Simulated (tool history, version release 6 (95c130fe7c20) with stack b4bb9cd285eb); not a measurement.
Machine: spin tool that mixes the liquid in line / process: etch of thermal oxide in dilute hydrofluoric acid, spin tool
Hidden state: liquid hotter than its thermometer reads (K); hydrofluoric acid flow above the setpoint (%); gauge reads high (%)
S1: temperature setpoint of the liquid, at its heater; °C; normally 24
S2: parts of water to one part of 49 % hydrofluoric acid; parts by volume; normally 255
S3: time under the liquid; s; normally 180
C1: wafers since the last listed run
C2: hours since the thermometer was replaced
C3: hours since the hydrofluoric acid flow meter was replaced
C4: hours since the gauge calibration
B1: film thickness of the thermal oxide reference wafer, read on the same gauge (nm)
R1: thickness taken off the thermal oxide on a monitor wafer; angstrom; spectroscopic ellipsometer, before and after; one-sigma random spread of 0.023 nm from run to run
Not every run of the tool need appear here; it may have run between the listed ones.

run,hour,S1,S2,S3,C1,C2,C3,C4,B1,R1
1,0,24,255,245,0,1894.3,396.4,607.7,110.023,42.46
2,40.3,24,255,245,380,1934.6,436.7,648,109.997,43.39
3,81.5,24,255,245,388,1975.8,477.9,689.2,109.947,43.02
4,127.3,24,255,180,432,2021.6,523.7,735,110.018,31.59
5,163,24,255,180,337,2057.3,559.4,770.7,110.011,32.17
6,228.8,24,255,180,621,2123.1,625.2,836.5,109.996,31.93
7,256.8,24,210,180,264,2151.1,653.2,864.5,110.005,41.05
8,294.9,24,210,180,359,2189.2,691.3,902.6,109.982,41.08
9,349.4,22.5,255,180,514,2243.7,745.8,957.1,109.986,30.55
10,382.5,22.5,255,180,312,2276.8,778.9,990.2,110.008,31.06
11,437.9,26.5,255,180,523,2332.2,834.3,1045.6,109.982,35.99
12,619.9,27,255,180,1718,2514.2,1016.3,1227.6,110.004,37.4
13,645.6,27,255,180,242,2539.9,1042,1253.3,110.023,37.39
# hour 668.7: hydrofluoric acid flow meter replaced
# hour 671.3: thermometer replaced
14,695.7,24,325,180,454,24.4,27,1303.4,110.038,21.23
15,752.3,24,370,180,534,81,83.6,1360,109.993,17.77
# hour 768.4: gauge calibrated
16,803,26.5,370,235,478,131.7,134.3,34.6,110.024,25.6
17,841.5,28,255,180,363,170.2,172.8,73.1,110.005,33.7
18,869.6,19.5,255,180,265,198.3,200.9,101.2,110.003,25.18
19,977.1,24,255,180,1014,305.8,308.4,208.7,109.982,30.24

Forecast run 20:
20,1044.9,24,255,180,640,373.6,376.2,276.5,?,?

Run 20 yielded B1 109.963, R1 30.22 angstrom.
If the tool had no hidden condition, the same run with the same run-to-run variation would have returned R1 28.36 angstrom.
